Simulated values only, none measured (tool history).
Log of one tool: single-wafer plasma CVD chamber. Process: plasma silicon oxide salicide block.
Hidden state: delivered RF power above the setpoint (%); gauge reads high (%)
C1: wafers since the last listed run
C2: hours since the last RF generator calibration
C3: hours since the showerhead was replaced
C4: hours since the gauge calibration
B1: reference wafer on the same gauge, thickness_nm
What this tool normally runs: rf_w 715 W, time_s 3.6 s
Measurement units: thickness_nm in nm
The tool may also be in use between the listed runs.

run 1 hour=0 | rf_w=810 time_s=3.6 | C1=0 C2=491.6 C3=4440.2 C4=1092 | B1=48.974 | thickness_nm=43.066
-- hour=8.2 gauge calibrated
run 2 hour=57.7 | rf_w=810 time_s=3.6 | C1=2978 C2=549.3 C3=4497.9 C4=49.5 | B1=49.02 | thickness_nm=43.194
run 3 hour=104 | rf_w=715 time_s=3.6 | C1=2389 C2=595.6 C3=4544.2 C4=95.8 | B1=48.987 | thickness_nm=41.299
run 4 hour=179.9 | rf_w=715 time_s=3.6 | C1=3917 C2=671.5 C3=4620.1 C4=171.7 | B1=48.995 | thickness_nm=41.146
run 5 hour=244.6 | rf_w=715 time_s=3.6 | C1=3339 C2=736.2 C3=4684.8 C4=236.4 | B1=48.997 | thickness_nm=41.204
run 6 hour=321.8 | rf_w=770 time_s=3.26 | C1=3984 C2=813.4 C3=4762 C4=313.6 | B1=48.994 | thickness_nm=38.108
run 7 hour=411 | rf_w=770 time_s=3.26 | C1=4604 C2=902.6 C3=4851.2 C4=402.8 | B1=48.966 | thickness_nm=38.461
run 8 hour=490.9 | rf_w=715 time_s=3.24 | C1=4124 C2=982.5 C3=4931.1 C4=482.7 | B1=49.052 | thickness_nm=37.181
-- hour=527.9 RF generator calibrated
run 9 hour=592.7 | rf_w=715 time_s=3.24 | C1=4841 C2=64.8 C3=5032.9 C4=584.5 | B1=49.036 | thickness_nm=37.125
run 10 hour=692 | rf_w=790 time_s=3.6 | C1=5125 C2=164.1 C3=5132.2 C4=683.8 | B1=48.972 | thickness_nm=42.792
run 11 hour=763.7 | rf_w=715 time_s=3.6 | C1=3701 C2=235.8 C3=5203.9 C4=755.5 | B1=49 | thickness_nm=41.212
run 12 hour=820.4 | rf_w=715 time_s=3.6 | C1=2926 C2=292.5 C3=5260.6 C4=812.2 | B1=48.999 | thickness_nm=41.626
run 13 hour=894.9 | rf_w=685 time_s=3.6 | C1=3845 C2=367 C3=5335.1 C4=886.7 | B1=48.993 | thickness_nm=40.664
run 14 hour=955 | rf_w=715 time_s=3.6 | C1=3102 C2=427.1 C3=5395.2 C4=946.8 | B1=48.981 | thickness_nm=41.338
run 15 hour=1000.7 | rf_w=715 time_s=3.98 | C1=2358 C2=472.8 C3=5440.9 C4=992.5 | B1=48.983 | thickness_nm=45.52
-- hour=1045.3 gauge calibrated
run 16 hour=1092.8 | rf_w=780 time_s=3.91 | C1=4754 C2=564.9 C3=5533 C4=47.5 | B1=49.007 | thickness_nm=46.022
-- hour=1124.4 showerhead replaced
run 17 hour=1180.7 | rf_w=715 time_s=3.86 | C1=4124 C2=652.8 C3=56.3 C4=135.4 | B1=49.031 | thickness_nm=44.053
run 18 hour=1337.8 | rf_w=770 time_s=3.23 | C1=8109 C2=809.9 C3=213.4 C4=292.5 | B1=48.987 | thickness_nm=37.923
-- hour=1432.9 RF generator calibrated
run 19 hour=1433.4 | rf_w=715 time_s=3.6 | C1=4521 C2=0.5 C3=309 C4=388.1 | B1=48.978 | thickness_nm=41.106
run 20 hour=1485.6 | rf_w=775 time_s=3.92 | C1=2694 C2=52.7 C3=361.2 C4=440.3 | B1=49.029 | thickness_nm=46.308
run 21 hour=1533.2 | rf_w=715 time_s=3.6 | C1=2457 C2=100.3 C3=408.8 C4=487.9 | B1=49.031 | thickness_nm=41.161
run 22 hour=1619.5 | rf_w=855 time_s=3.29 | C1=4454 C2=186.6 C3=495.1 C4=574.2 | B1=48.99 | thickness_nm=39.943
run 23 hour=1718.5 | rf_w=645 time_s=3.15 | C1=5110 C2=285.6 C3=594.1 C4=673.2 | B1=49.023 | thickness_nm=35.077
run 24 hour=1790.1 | rf_w=630 time_s=3.27 | C1=3695 C2=357.2 C3=665.7 C4=744.8 | B1=48.994 | thickness_nm=36.196
run 25 hour=1875 | rf_w=715 time_s=3.6 | C1=4382 C2=442.1 C3=750.6 C4=829.7 | B1=49.026 | thickness_nm=41.093
run 26 hour=1978.6 | rf_w=590 time_s=4.05 | C1=5347 C2=545.7 C3=854.2 C4=933.3 | B1=48.996 | thickness_nm=43.96

What the log doesn't show, run by run:
delivered RF power above the setpoint (%): 0 on each run
gauge reads high (%): 0 on each run
